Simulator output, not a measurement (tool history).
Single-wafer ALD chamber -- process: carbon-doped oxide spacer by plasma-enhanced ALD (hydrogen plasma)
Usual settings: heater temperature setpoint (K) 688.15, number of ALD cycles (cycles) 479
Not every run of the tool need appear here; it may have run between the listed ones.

run	hour	heater temperature setpoint (K)	number of ALD cycles (cycles)	read-back reference wafer on the same gauge, thickness_nm	mean film thickness on the monitor wafer (Å)
1	0	688.15	546	21.905	241.8
2	38	688.15	439	21.91	195.27
3	85.4	688.15	439	21.901	194.77
4	149.1	688.15	439	21.903	193.86
5	176.7	688.15	479	21.903	212.31
6	200.9	688.15	479	21.895	212.01
7	241.2	688.15	479	21.914	211.93
8	270.8	688.15	479	21.896	213.12
9	329.7	693.15	507	21.898	221.23
10	357.9	688.15	479	21.907	212.37
11	385	688.15	479	21.876	213.32
12	410.9	688.15	479	21.917	213.05
13	453.8	688.15	479	21.928	213.15
14	486.2	679.15	393	21.904	180.39
15	554.3	696.15	560	21.888	243.51
16	607.3	702.15	404	21.91	172.05
17	677.8	688.15	479	21.872	214.4
18	704.8	682.15	567	21.9	258.58
19	754.1	688.15	479	21.893	214.29
20	812.8	698.15	522	21.875	226.65
21	849.2	696.15	523	21.908	229.01
# hour 890.7: gauge calibrated
# hour 954.7: thermocouple changed; heater temperature recalibrated
22	955.2	679.15	438	21.883	199.34
23	978.1	688.15	548	21.894	242.61
24	1077.9	679.15	438	21.889	199.59
25	1144.9	688.15	433	21.908	191.99
26	1216.8	682.15	423	21.889	190.58

Below are 4 alternative next runs, each starting from the tool's condition after run 26. Predict each:
A	1217.9	700.15	479	?	?
B	1217.9	678.15	479	?	?
C	1217.9	698.15	445	?	?
D	1217.9	681.15	449	?	?

run	read-back reference wafer on the same gauge, thickness_nm	mean film thickness on the monitor wafer (Å)
A	21.921	203.15
B	21.921	217.72
C	21.921	189.96
D	21.921	202.22
Stripped of hidden state, with their random variation kept, the same runs would have yielded:
run	mean film thickness on the monitor wafer (Å)
A	202.56
B	217.13
C	189.41
D	201.67
